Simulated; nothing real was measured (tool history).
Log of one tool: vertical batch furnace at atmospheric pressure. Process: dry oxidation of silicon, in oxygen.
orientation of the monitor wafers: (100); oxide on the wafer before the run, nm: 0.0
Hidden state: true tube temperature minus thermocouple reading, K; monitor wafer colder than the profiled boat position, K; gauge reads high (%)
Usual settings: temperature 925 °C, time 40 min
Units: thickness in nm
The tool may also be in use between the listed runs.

| run | hour | temperature | time | wafers since the last listed run | hours since the last temperature calibration | hours since the boat lift was adjusted | hours since the gauge calibration | read-back reference wafer on the same gauge, thickness | thickness |
|---|---|---|---|---|---|---|---|---|---|
| 1 | 0 | 925 | 40 | 0 | 2109.8 | 3365.7 | 138.6 | 15.49 | 18.65 |
| 2 | 18.5 | 925 | 40 | 196 | 2128.3 | 3384.2 | 157.1 | 15.5 | 18.73 |
| 3 | 36.2 | 925 | 40 | 188 | 2146 | 3401.9 | 174.8 | 15.5 | 18.78 |
| 4 | 54.2 | 925 | 40 | 191 | 2164 | 3419.9 | 192.8 | 15.5 | 18.66 |
| 5 | 71.4 | 925 | 40 | 182 | 2181.2 | 3437.1 | 210 | 15.5 | 18.76 |
| 6 | 95.6 | 925 | 40 | 257 | 2205.4 | 3461.3 | 234.2 | 15.49 | 18.72 |
| 7 | 115.6 | 925 | 40 | 212 | 2225.4 | 3481.3 | 254.2 | 15.5 | 18.73 |
| 8 | 131.1 | 936 | 48 | 164 | 2240.9 | 3496.8 | 269.7 | 15.5 | 23.47 |
| 9 | 146.8 | 936 | 48 | 166 | 2256.6 | 3512.5 | 285.4 | 15.51 | 23.57 |
|  | 194.6 | thermocouples replaced and temperature profile calibrated |
| 10 | 195.1 | 936 | 48 | 258 | 0.5 | 3560.8 | 333.7 | 15.49 | 23.96 |
| 11 | 206.7 | 925 | 40 | 123 | 12.1 | 3572.4 | 345.3 | 15.5 | 19.2 |
| 12 | 231.6 | 925 | 49.5 | 264 | 37 | 3597.3 | 370.2 | 15.5 | 21.95 |
| 13 | 266.7 | 916 | 40 | 372 | 72.1 | 3632.4 | 405.3 | 15.5 | 17.55 |
| 14 | 281 | 925 | 40 | 151 | 86.4 | 3646.7 | 419.6 | 15.5 | 19.1 |
| 15 | 302.8 | 925 | 40 | 231 | 108.2 | 3668.5 | 441.4 | 15.49 | 19.13 |
| 16 | 338.1 | 925 | 40 | 375 | 143.5 | 3703.8 | 476.7 | 15.5 | 19.24 |
| 17 | 350.6 | 925 | 40 | 132 | 156 | 3716.3 | 489.2 | 15.5 | 19.25 |
| 18 | 364.3 | 904 | 56.5 | 145 | 169.7 | 3730 | 502.9 | 15.51 | 19.74 |
|  | 402 | boat lift adjusted |
| 19 | 402.5 | 925 | 51 | 150 | 207.9 | 0.5 | 541.1 | 15.51 | 22.57 |
| 20 | 421.3 | 931 | 29.5 | 199 | 226.7 | 19.3 | 559.9 | 15.5 | 16.75 |
|  | 448.1 | thermocouples replaced and temperature profile calibrated, repeated, since the last time left the tool worse |
| 21 | 449.6 | 925 | 40 | 45 | 1.5 | 47.6 | 588.2 | 15.51 | 18.09 |
| 22 | 465.9 | 925 | 40 | 173 | 17.8 | 63.9 | 604.5 | 15.5 | 18.12 |
| 23 | 494.2 | 915 | 29.5 | 300 | 46.1 | 92.2 | 632.8 | 15.51 | 13.44 |
| 24 | 511.8 | 925 | 54 | 187 | 63.7 | 109.8 | 650.4 | 15.51 | 22.16 |
|  | 530.4 | gauge calibrated |
| 25 | 536.9 | 925 | 40 | 266 | 88.8 | 134.9 | 6.5 | 15.5 | 18.23 |
| 26 | 570.5 | 925 | 40 | 357 | 122.4 | 168.5 | 40.1 | 15.5 | 18.22 |
| 27 | 591.2 | 925 | 40 | 219 | 143.1 | 189.2 | 60.8 | 15.5 | 18.26 |
| 28 | 612.9 | 925 | 40 | 230 | 164.8 | 210.9 | 82.5 | 15.5 | 18.22 |
| 29 | 625.3 | 925 | 25.5 | 131 | 177.2 | 223.3 | 94.9 | 15.5 | 13.48 |
| 30 | 704.7 | 935 | 58.5 | 843 | 256.6 | 302.7 | 174.3 | 15.5 | 26.05 |
| 31 | 738 | 937 | 48.5 | 353 | 289.9 | 336 | 207.6 | 15.5 | 23.48 |
| 32 | 755.7 | 911 | 58 | 188 | 307.6 | 353.7 | 225.3 | 15.49 | 20.52 |
| 33 | 773.4 | 944 | 20 | 188 | 325.3 | 371.4 | 243 | 15.5 | 14.26 |
| 34 | 794.6 | 932 | 30 | 225 | 346.5 | 392.6 | 264.2 | 15.5 | 16.25 |
| 35 | 822.3 | 914 | 56.5 | 294 | 374.2 | 420.3 | 291.9 | 15.49 | 20.83 |
| 36 | 848.1 | 950 | 55.5 | 274 | 400 | 446.1 | 317.7 | 15.5 | 29.64 |
| 37 | 880.2 | 925 | 40 | 341 | 432.1 | 478.2 | 349.8 | 15.49 | 18.4 |
| 38 | 905.9 | 911 | 40 | 273 | 457.8 | 503.9 | 375.5 | 15.5 | 16.1 |

5 ways to go on from here, each from the tool as it stands after run 38. What would each give?
| A | 910.6 | 925 | 58.5 | 49 | 462.5 | 508.6 | 380.2 | ? | ? |
| B | 910.6 | 942 | 40 | 49 | 462.5 | 508.6 | 380.2 | ? | ? |
| C | 910.6 | 925 | 55.5 | 49 | 462.5 | 508.6 | 380.2 | ? | ? |
| D | 910.6 | 906 | 54.5 | 49 | 462.5 | 508.6 | 380.2 | ? | ? |
| E | 910.6 | 925 | 52 | 49 | 462.5 | 508.6 | 380.2 | ? | ? |

| run | read-back reference wafer on the same gauge, thickness | thickness |
|---|---|---|
| A | 15.5 | 23.72 |
| B | 15.5 | 22.01 |
| C | 15.5 | 22.91 |
| D | 15.5 | 18.83 |
| E | 15.5 | 21.95 |
Without the tool's hidden state the same runs would have given:
| run | thickness |
|---|---|
| A | 23.31 |
| B | 21.57 |
| C | 22.52 |
| D | 18.48 |
| E | 21.57 |
